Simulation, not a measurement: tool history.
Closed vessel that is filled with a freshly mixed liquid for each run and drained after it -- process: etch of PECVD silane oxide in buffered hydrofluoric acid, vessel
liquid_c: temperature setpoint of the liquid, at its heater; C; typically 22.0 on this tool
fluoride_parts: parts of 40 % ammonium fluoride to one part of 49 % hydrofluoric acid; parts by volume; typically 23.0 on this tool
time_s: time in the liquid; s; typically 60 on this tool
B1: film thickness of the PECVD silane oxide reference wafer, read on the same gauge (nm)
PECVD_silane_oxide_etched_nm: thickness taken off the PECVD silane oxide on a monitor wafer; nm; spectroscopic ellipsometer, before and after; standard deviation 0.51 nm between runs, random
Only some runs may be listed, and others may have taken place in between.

Run 1, hour 0.0: usual settings; B1 99.80. Result: PECVD_silane_oxide_etched_nm 82.37 nm.
Run 2, hour 76.6: usual settings; B1 100.00. Result: PECVD_silane_oxide_etched_nm 82.98 nm.
Run 3, hour 153.3: usual settings; B1 100.20. Result: PECVD_silane_oxide_etched_nm 82.04 nm.
Run 4, hour 220.9: usual settings; B1 100.40. Result: PECVD_silane_oxide_etched_nm 82.52 nm.
Run 5, hour 265.8: usual settings but fluoride_parts 27.5 parts by volume; B1 100.52. Result: PECVD_silane_oxide_etched_nm 71.98 nm.
Run 6, hour 589.7: usual settings but time_s 45 s; B1 101.93. Result: PECVD_silane_oxide_etched_nm 63.11 nm.
Run 7, hour 644.3: usual settings but time_s 45 s; B1 102.22. Result: PECVD_silane_oxide_etched_nm 62.92 nm.
Run 8, hour 743.8: usual settings; B1 102.77. Result: PECVD_silane_oxide_etched_nm 85.04 nm.
Run 9, hour 790.6: usual settings; B1 103.04. Result: PECVD_silane_oxide_etched_nm 85.62 nm.
Run 10, hour 853.9: usual settings; B1 103.48. Result: PECVD_silane_oxide_etched_nm 84.96 nm.
Run 11, hour 909.9: usual settings; B1 103.83. Result: PECVD_silane_oxide_etched_nm 84.33 nm.
Run 12, hour 998.6: usual settings; B1 104.46. Result: PECVD_silane_oxide_etched_nm 86.10 nm.
At hour 1026.7: gauge calibrated.
At hour 1054.7: hydrofluoric acid flow meter replaced.
Run 13, hour 1074.1: usual settings; B1 99.80. Result: PECVD_silane_oxide_etched_nm 82.24 nm.
Run 14, hour 1154.8: usual settings but fluoride_parts 16.0 parts by volume, time_s 50 s; B1 99.81. Result: PECVD_silane_oxide_etched_nm 93.09 nm.
Run 15, hour 1258.5: usual settings but liquid_c 26.0 C, fluoride_parts 14.0 parts by volume; B1 99.90. Result: PECVD_silane_oxide_etched_nm 158.75 nm.
Run 16, hour 1353.6: usual settings but fluoride_parts 17.5 parts by volume; B1 100.09. Result: PECVD_silane_oxide_etched_nm 104.14 nm.
Run 17, hour 1445.8: usual settings; B1 100.20. Result: PECVD_silane_oxide_etched_nm 83.03 nm.
Run 18, hour 1496.0: usual settings but liquid_c 25.0 C, fluoride_parts 15.0 parts by volume, time_s 85 s; B1 100.36. Result: PECVD_silane_oxide_etched_nm 197.98 nm.
At hour 1564.7: thermometer replaced.
Run 19, hour 1599.3: usual settings but fluoride_parts 20.0 parts by volume; B1 100.60. Result: PECVD_silane_oxide_etched_nm 90.60 nm.
Run 20, hour 1635.4: usual settings but liquid_c 20.5 C, fluoride_parts 18.5 parts by volume, time_s 50 s; B1 100.73. Result: PECVD_silane_oxide_etched_nm 75.66 nm.
Run 21, hour 1741.4: usual settings but liquid_c 25.0 C, time_s 30 s; B1 101.15. Result: PECVD_silane_oxide_etched_nm 48.88 nm.
Run 22, hour 1846.2: usual settings but fluoride_parts 17.5 parts by volume, time_s 80 s; B1 101.53. Result: PECVD_silane_oxide_etched_nm 140.97 nm.
Run 23, hour 1925.3: usual settings but fluoride_parts 19.5 parts by volume, time_s 45 s; B1 101.90. Result: PECVD_silane_oxide_etched_nm 69.65 nm.
Run 24, hour 1990.8: usual settings; B1 102.26. Result: PECVD_silane_oxide_etched_nm 83.61 nm.
Run 25, hour 2041.8: usual settings but liquid_c 26.5 C, fluoride_parts 17.0 parts by volume, time_s 85 s; B1 102.51. Result: PECVD_silane_oxide_etched_nm 196.59 nm.
Run 26, hour 2139.1: usual settings but time_s 90 s; B1 103.02. Result: PECVD_silane_oxide_etched_nm 125.92 nm.
Run 27, hour 2242.6: usual settings but liquid_c 17.5 C, time_s 40 s; B1 103.67. Result: PECVD_silane_oxide_etched_nm 43.62 nm.
Run 28, hour 2283.6: usual settings but liquid_c 17.5 C, time_s 40 s; B1 103.92. Result: PECVD_silane_oxide_etched_nm 44.39 nm.

3 options for the next run, each taken on its own from the tool as it stands now. Forecast them:
Run A, hour 2284.3: usual settings; B1 ?. Result: PECVD_silane_oxide_etched_nm ?.
Run B, hour 2284.3: usual settings but time_s 75 s; B1 ?. Result: PECVD_silane_oxide_etched_nm ?.
Run C, hour 2284.3: usual settings but liquid_c 19.0 C, fluoride_parts 29.5 parts by volume; B1 ?. Result: PECVD_silane_oxide_etched_nm ?.

run      B1  PECVD_silane_oxide_etched_nm
  A  103.95                         85.03
  B  103.95                        106.29
  C  103.95                         60.50
Had the tool no hidden state, the same runs would have come out as:
run  PECVD_silane_oxide_etched_nm
  A                         81.82
  B                        102.27
  C                         58.22
